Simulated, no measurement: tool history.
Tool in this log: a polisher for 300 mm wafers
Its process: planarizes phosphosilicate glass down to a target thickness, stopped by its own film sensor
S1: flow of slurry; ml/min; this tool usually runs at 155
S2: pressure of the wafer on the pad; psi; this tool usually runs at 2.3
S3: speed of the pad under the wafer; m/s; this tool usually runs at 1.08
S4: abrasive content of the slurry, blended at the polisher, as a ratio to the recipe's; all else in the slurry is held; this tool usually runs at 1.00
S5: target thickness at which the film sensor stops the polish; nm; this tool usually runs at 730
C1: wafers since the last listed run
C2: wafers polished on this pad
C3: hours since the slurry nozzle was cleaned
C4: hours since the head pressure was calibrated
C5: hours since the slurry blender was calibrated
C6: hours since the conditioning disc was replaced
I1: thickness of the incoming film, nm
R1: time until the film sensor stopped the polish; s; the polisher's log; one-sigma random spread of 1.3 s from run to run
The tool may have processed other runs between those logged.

run 1 hour=0.0 | S1=155 S2=2.3 S3=1.08 S4=1.00 S5=730 | C1=0 C2=208 C3=49.7 C4=98.8 C5=55.4 C6=121.4 | I1=1547.4 | R1=102.4
run 2 hour=62.3 | S1=155 S2=2.3 S3=1.08 S4=1.00 S5=901 | C1=357 C2=565 C3=112.0 C4=161.1 C5=117.7 C6=183.7 | I1=1571.6 | R1=82.9
run 3 hour=108.7 | S1=170 S2=2.3 S3=1.08 S4=0.85 S5=730 | C1=265 C2=831 C3=158.4 C4=207.5 C5=164.1 C6=230.1 | I1=1572.8 | R1=114.9
run 4 hour=177.5 | S1=155 S2=2.3 S3=1.08 S4=1.20 S5=845 | C1=394 C2=1225 C3=227.2 C4=276.3 C5=232.9 C6=298.9 | I1=1573.1 | R1=84.4
run 5 hour=242.9 | S1=155 S2=2.3 S3=1.08 S4=1.20 S5=845 | C1=374 C2=1600 C3=292.6 C4=341.7 C5=298.3 C6=364.3 | I1=1556.8 | R1=83.0
-- hour=267.4 conditioning disc replaced and pad reconditioned
run 6 hour=300.3 | S1=170 S2=2.3 S3=1.08 S4=1.00 S5=953 | C1=317 C2=1918 C3=350.0 C4=399.1 C5=355.7 C6=32.9 | I1=1531.9 | R1=73.8
-- hour=305.2 slurry blender recalibrated
-- hour=357.4 worn pad replaced by a new one
run 7 hour=375.1 | S1=170 S2=2.3 S3=1.08 S4=1.00 S5=953 | C1=394 C2=101 C3=424.8 C4=473.9 C5=69.9 C6=107.7 | I1=1521.9 | R1=71.0
run 8 hour=454.7 | S1=155 S2=2.3 S3=1.08 S4=1.00 S5=730 | C1=456 C2=557 C3=504.4 C4=553.5 C5=149.5 C6=187.3 | I1=1540.2 | R1=105.2
-- hour=508.7 head pressure recalibrated
run 9 hour=518.2 | S1=155 S2=2.3 S3=1.34 S4=1.00 S5=730 | C1=352 C2=910 C3=567.9 C4=9.5 C5=213.0 C6=250.8 | I1=1519.6 | R1=92.2
-- hour=602.0 conditioning disc replaced and pad reconditioned
run 10 hour=610.2 | S1=155 S2=2.3 S3=1.08 S4=1.00 S5=730 | C1=515 C2=1426 C3=659.9 C4=101.5 C5=305.0 C6=8.2 | I1=1543.5 | R1=109.6
-- hour=677.5 slurry nozzle cleaned
run 11 hour=694.9 | S1=155 S2=2.3 S3=1.08 S4=1.00 S5=730 | C1=479 C2=1905 C3=17.4 C4=186.2 C5=389.7 C6=92.9 | I1=1550.4 | R1=103.3
-- hour=714.2 slurry blender recalibrated
-- hour=730.0 worn pad replaced by a new one
run 12 hour=767.6 | S1=155 S2=2.3 S3=1.08 S4=1.00 S5=730 | C1=382 C2=215 C3=90.1 C4=258.9 C5=53.4 C6=165.6 | I1=1534.7 | R1=100.5
run 13 hour=842.4 | S1=155 S2=2.6 S3=1.08 S4=0.85 S5=983 | C1=428 C2=644 C3=164.9 C4=333.7 C5=128.2 C6=240.4 | I1=1579.3 | R1=76.1
run 14 hour=934.9 | S1=155 S2=2.0 S3=1.08 S4=0.85 S5=556 | C1=530 C2=1174 C3=257.4 C4=426.2 C5=220.7 C6=332.9 | I1=1539.7 | R1=149.9
-- hour=946.0 conditioning disc replaced and pad reconditioned
run 15 hour=1028.7 | S1=155 S2=2.3 S3=1.08 S4=1.20 S5=623 | C1=526 C2=1700 C3=351.2 C4=520.0 C5=314.5 C6=82.7 | I1=1563.4 | R1=108.3
-- hour=1099.4 worn pad replaced by a new one
-- hour=1104.6 slurry blender recalibrated
-- hour=1110.9 head pressure recalibrated
run 16 hour=1131.2 | S1=155 S2=2.1 S3=1.08 S4=1.00 S5=1011 | C1=541 C2=159 C3=453.7 C4=20.3 C5=26.6 C6=185.2 | I1=1531.1 | R1=72.0
run 17 hour=1180.2 | S1=155 S2=2.3 S3=1.08 S4=1.00 S5=730 | C1=280 C2=440 C3=502.7 C4=69.3 C5=75.6 C6=234.2 | I1=1574.0 | R1=110.7
run 18 hour=1239.9 | S1=155 S2=2.3 S3=1.08 S4=1.00 S5=730 | C1=342 C2=782 C3=562.4 C4=129.0 C5=135.3 C6=293.9 | I1=1547.3 | R1=106.5
run 19 hour=1285.8 | S1=170 S2=2.3 S3=1.08 S4=1.15 S5=824 | C1=263 C2=1045 C3=608.3 C4=174.9 C5=181.2 C6=339.8 | I1=1531.5 | R1=85.2
-- hour=1352.4 conditioning disc replaced and pad reconditioned
run 20 hour=1365.1 | S1=110 S2=2.3 S3=1.08 S4=1.00 S5=730 | C1=443 C2=1488 C3=687.6 C4=254.2 C5=260.5 C6=12.7 | I1=1571.5 | R1=128.1
-- hour=1458.4 worn pad replaced by a new one
run 21 hour=1466.7 | S1=125 S2=2.6 S3=1.08 S4=1.00 S5=730 | C1=559 C2=47 C3=789.2 C4=355.8 C5=362.1 C6=114.3 | I1=1520.9 | R1=110.7
-- hour=1496.2 slurry blender recalibrated
-- hour=1496.7 slurry nozzle cleaned
run 22 hour=1514.6 | S1=110 S2=2.3 S3=1.08 S4=1.00 S5=730 | C1=259 C2=307 C3=17.9 C4=403.7 C5=18.4 C6=162.2 | I1=1540.0 | R1=111.4
run 23 hour=1619.2 | S1=155 S2=2.3 S3=1.08 S4=1.00 S5=730 | C1=599 C2=907 C3=122.5 C4=508.3 C5=123.0 C6=266.8 | I1=1561.3 | R1=103.6
-- hour=1677.6 head pressure recalibrated
run 24 hour=1704.0 | S1=105 S2=2.3 S3=1.08 S4=0.80 S5=730 | C1=474 C2=1381 C3=207.3 C4=26.4 C5=207.8 C6=351.6 | I1=1556.1 | R1=135.0
-- hour=1782.8 conditioning disc replaced and pad reconditioned
run 25 hour=1801.5 | S1=155 S2=2.8 S3=0.76 S4=1.30 S5=730 | C1=547 C2=1929 C3=304.8 C4=123.9 C5=305.3 C6=18.7 | I1=1554.1 | R1=93.9

Consider 3 possible next runs. They are alternatives, not a sequence: every one starts from the tool as it was left by run 25. What does each give?
run A hour=1802.0 | S1=155 S2=2.3 S3=1.08 S4=1.00 S5=730 | C1=2 C2=1932 C3=305.3 C4=124.4 C5=305.8 C6=19.2 | I1=1537.4 | R1=?
run B hour=1802.0 | S1=200 S2=2.6 S3=0.80 S4=1.00 S5=640 | C1=2 C2=1932 C3=305.3 C4=124.4 C5=305.8 C6=19.2 | I1=1537.4 | R1=?
run C hour=1802.0 | S1=200 S2=2.3 S3=0.70 S4=1.20 S5=863 | C1=2 C2=1932 C3=305.3 C4=124.4 C5=305.8 C6=19.2 | I1=1537.4 | R1=?

run=A R1=105.2
run=B R1=116.5
run=C R1=92.7
The same runs, with their run-to-run variation unchanged, on a tool lacking any hidden condition would have given:
run=A R1=102.8
run=B R1=114.4
run=C R1=91.0
